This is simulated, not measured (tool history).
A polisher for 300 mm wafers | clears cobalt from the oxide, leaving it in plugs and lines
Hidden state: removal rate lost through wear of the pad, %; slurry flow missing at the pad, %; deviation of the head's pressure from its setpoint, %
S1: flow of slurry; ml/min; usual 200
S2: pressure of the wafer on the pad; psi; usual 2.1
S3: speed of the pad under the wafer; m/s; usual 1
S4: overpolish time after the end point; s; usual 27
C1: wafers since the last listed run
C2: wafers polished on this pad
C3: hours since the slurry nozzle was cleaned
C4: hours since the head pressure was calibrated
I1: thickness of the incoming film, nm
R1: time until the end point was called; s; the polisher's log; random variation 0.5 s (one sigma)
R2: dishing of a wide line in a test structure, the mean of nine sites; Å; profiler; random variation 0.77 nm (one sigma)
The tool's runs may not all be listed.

{"run": 1, "hour": 0.0, "S1": 200, "S2": 2.1, "S3": 1, "S4": 22, "C1": 0, "C2": 1222, "C3": 674.4, "C4": 1058.1, "I1": 229, "R1": 48.4, "R2": 487}
{"run": 2, "hour": 20.6, "S1": 200, "S2": 2.1, "S3": 1, "S4": 22, "C1": 206, "C2": 1429, "C3": 695, "C4": 1078.7, "I1": 226.4, "R1": 49.2, "R2": 500}
{"run": 3, "hour": 38.0, "S1": 200, "S2": 2.1, "S3": 1, "S4": 27, "C1": 174, "C2": 1604, "C3": 712.4, "C4": 1096.1, "I1": 228.1, "R1": 47.9, "R2": 535}
{"run": 4, "hour": 66.3, "S1": 200, "S2": 2.1, "S3": 1, "S4": 27, "C1": 284, "C2": 1888, "C3": 740.7, "C4": 1124.4, "I1": 229, "R1": 49.7, "R2": 513}
{"run": 5, "hour": 78.3, "S1": 200, "S2": 2.1, "S3": 1, "S4": 27, "C1": 120, "C2": 2009, "C3": 752.7, "C4": 1136.4, "I1": 227.5, "R1": 48.2, "R2": 530}
{"run": 6, "hour": 96.4, "S1": 200, "S2": 2.4, "S3": 1, "S4": 36, "C1": 181, "C2": 2190, "C3": 770.8, "C4": 1154.5, "I1": 229, "R1": 44.4, "R2": 587}
{"hour": 100.5, "done": "worn pad replaced by a new one"}
{"run": 7, "hour": 129.9, "S1": 200, "S2": 2.4, "S3": 1, "S4": 36, "C1": 296, "C2": 295, "C3": 804.3, "C4": 1188, "I1": 231.3, "R1": 44.3, "R2": 560}
{"hour": 149.4, "done": "slurry nozzle cleaned"}
{"run": 8, "hour": 158.2, "S1": 215, "S2": 2.1, "S3": 1, "S4": 27, "C1": 274, "C2": 569, "C3": 8.8, "C4": 1216.3, "I1": 233, "R1": 45, "R2": 542}
{"run": 9, "hour": 188.3, "S1": 215, "S2": 2.1, "S3": 1, "S4": 27, "C1": 302, "C2": 872, "C3": 38.9, "C4": 1246.4, "I1": 231.2, "R1": 45.1, "R2": 535}
{"run": 10, "hour": 219.5, "S1": 215, "S2": 2.1, "S3": 1, "S4": 27, "C1": 313, "C2": 1185, "C3": 70.1, "C4": 1277.6, "I1": 226.8, "R1": 44.5, "R2": 519}
{"run": 11, "hour": 237.2, "S1": 200, "S2": 2.1, "S3": 1, "S4": 27, "C1": 177, "C2": 1363, "C3": 87.8, "C4": 1295.3, "I1": 232.2, "R1": 45.2, "R2": 529}
{"run": 12, "hour": 291.0, "S1": 200, "S2": 2.1, "S3": 1.08, "S4": 27, "C1": 540, "C2": 1903, "C3": 141.6, "C4": 1349.1, "I1": 230.1, "R1": 41.8, "R2": 539}
{"hour": 310.5, "done": "head pressure recalibrated"}
{"run": 13, "hour": 312.6, "S1": 200, "S2": 2.1, "S3": 1.08, "S4": 27, "C1": 196, "C2": 2100, "C3": 163.2, "C4": 2.1, "I1": 233.2, "R1": 42.8, "R2": 552}
{"hour": 321.3, "done": "worn pad replaced by a new one"}
{"run": 14, "hour": 348.5, "S1": 200, "S2": 2.1, "S3": 1.08, "S4": 27, "C1": 320, "C2": 273, "C3": 199.1, "C4": 38, "I1": 230.3, "R1": 41.6, "R2": 552}
{"run": 15, "hour": 377.6, "S1": 245, "S2": 2.1, "S3": 1, "S4": 19, "C1": 292, "C2": 565, "C3": 228.2, "C4": 67.1, "I1": 232.5, "R1": 45.9, "R2": 498}
{"run": 16, "hour": 390.0, "S1": 255, "S2": 1.9, "S3": 1.24, "S4": 33, "C1": 124, "C2": 690, "C3": 240.6, "C4": 79.5, "I1": 225.1, "R1": 38.2, "R2": 571}
{"run": 17, "hour": 425.1, "S1": 250, "S2": 2.1, "S3": 1, "S4": 27, "C1": 352, "C2": 1042, "C3": 275.7, "C4": 114.6, "I1": 231.9, "R1": 46.2, "R2": 537}
{"run": 18, "hour": 456.2, "S1": 200, "S2": 1.6, "S3": 0.7, "S4": 27, "C1": 312, "C2": 1355, "C3": 306.8, "C4": 145.7, "I1": 230.2, "R1": 82.4, "R2": 428}
{"run": 19, "hour": 483.6, "S1": 265, "S2": 1.7, "S3": 0.72, "S4": 19, "C1": 275, "C2": 1630, "C3": 334.2, "C4": 173.1, "I1": 228.4, "R1": 75.1, "R2": 388}
{"run": 20, "hour": 508.3, "S1": 200, "S2": 2.1, "S3": 1, "S4": 27, "C1": 248, "C2": 1878, "C3": 358.9, "C4": 197.8, "I1": 228.8, "R1": 46, "R2": 540}
{"hour": 542.3, "done": "worn pad replaced by a new one"}
{"run": 21, "hour": 542.8, "S1": 200, "S2": 2.7, "S3": 1, "S4": 27, "C1": 306, "C2": 5, "C3": 393.4, "C4": 232.3, "I1": 233.1, "R1": 37.8, "R2": 564}
{"run": 22, "hour": 570.0, "S1": 265, "S2": 1.7, "S3": 0.72, "S4": 19, "C1": 273, "C2": 278, "C3": 420.6, "C4": 259.5, "I1": 233.6, "R1": 75.6, "R2": 380}
{"run": 23, "hour": 590.5, "S1": 200, "S2": 1.5, "S3": 1, "S4": 27, "C1": 205, "C2": 484, "C3": 441.1, "C4": 280, "I1": 229.5, "R1": 62.4, "R2": 496}
{"run": 24, "hour": 617.0, "S1": 200, "S2": 1.6, "S3": 0.7, "S4": 27, "C1": 266, "C2": 750, "C3": 467.6, "C4": 306.5, "I1": 230.8, "R1": 86.3, "R2": 431}
{"run": 25, "hour": 647.2, "S1": 200, "S2": 2.1, "S3": 1, "S4": 27, "C1": 303, "C2": 1053, "C3": 497.8, "C4": 336.7, "I1": 229, "R1": 47.2, "R2": 524}
{"run": 26, "hour": 669.8, "S1": 200, "S2": 2.1, "S3": 1, "S4": 27, "C1": 227, "C2": 1280, "C3": 520.4, "C4": 359.3, "I1": 231.1, "R1": 48, "R2": 537}
{"run": 27, "hour": 684.1, "S1": 155, "S2": 2.8, "S3": 0.66, "S4": 27, "C1": 143, "C2": 1424, "C3": 534.7, "C4": 373.6, "I1": 232.8, "R1": 59.7, "R2": 498}
{"run": 28, "hour": 713.8, "S1": 165, "S2": 2.6, "S3": 1.1, "S4": 12, "C1": 298, "C2": 1722, "C3": 564.4, "C4": 403.3, "I1": 230.3, "R1": 37.2, "R2": 424}
{"run": 29, "hour": 737.1, "S1": 230, "S2": 1.7, "S3": 1, "S4": 27, "C1": 234, "C2": 1956, "C3": 587.7, "C4": 426.6, "I1": 233.4, "R1": 56.1, "R2": 500}
{"run": 30, "hour": 767.8, "S1": 200, "S2": 2.1, "S3": 1, "S4": 36, "C1": 308, "C2": 2265, "C3": 618.4, "C4": 457.3, "I1": 228.7, "R1": 47.6, "R2": 558}
{"hour": 771.9, "done": "worn pad replaced by a new one"}
{"run": 31, "hour": 780.4, "S1": 200, "S2": 2.1, "S3": 1, "S4": 27, "C1": 86, "C2": 85, "C3": 631, "C4": 469.9, "I1": 228.1, "R1": 47.9, "R2": 528}
{"run": 32, "hour": 811.5, "S1": 200, "S2": 2.1, "S3": 1.26, "S4": 16, "C1": 312, "C2": 398, "C3": 662.1, "C4": 501, "I1": 235.2, "R1": 39.2, "R2": 489}
{"run": 33, "hour": 844.5, "S1": 245, "S2": 2.1, "S3": 1, "S4": 27, "C1": 331, "C2": 729, "C3": 695.1, "C4": 534, "I1": 230, "R1": 46.3, "R2": 533}
{"hour": 857.3, "done": "slurry nozzle cleaned"}
{"run": 34, "hour": 861.6, "S1": 255, "S2": 2.3, "S3": 1, "S4": 27, "C1": 161, "C2": 891, "C3": 4.3, "C4": 551.1, "I1": 231.1, "R1": 40.9, "R2": 553}
{"run": 35, "hour": 885.2, "S1": 220, "S2": 1.8, "S3": 0.78, "S4": 13, "C1": 237, "C2": 1128, "C3": 27.9, "C4": 574.7, "I1": 234.3, "R1": 66.3, "R2": 328}

4 ways to go on from here, each from the tool as it stands after run 35. What would each give?
{"run": "A", "hour": 885.7, "S1": 200, "S2": 2.1, "S3": 0.66, "S4": 27, "C1": 5, "C2": 1133, "C3": 28.4, "C4": 575.2, "I1": 229.9, "R1": "?", "R2": "?"}
{"run": "B", "hour": 885.7, "S1": 200, "S2": 2.1, "S3": 1.34, "S4": 27, "C1": 5, "C2": 1133, "C3": 28.4, "C4": 575.2, "I1": 229.9, "R1": "?", "R2": "?"}
{"run": "C", "hour": 885.7, "S1": 265, "S2": 2.1, "S3": 1, "S4": 27, "C1": 5, "C2": 1133, "C3": 28.4, "C4": 575.2, "I1": 229.9, "R1": "?", "R2": "?"}
{"run": "D", "hour": 885.7, "S1": 200, "S2": 2.1, "S3": 1, "S4": 12, "C1": 5, "C2": 1133, "C3": 28.4, "C4": 575.2, "I1": 229.9, "R1": "?", "R2": "?"}

run=A R1=68.4 R2=473
run=B R1=33.7 R2=564
run=C R1=43.7 R2=541
run=D R1=45.2 R2=390
Without the tool's hidden state the same runs would have given:
run=A R1=67.9 R2=474
run=B R1=33.5 R2=564
run=C R1=43.4 R2=542
run=D R1=44.8 R2=391
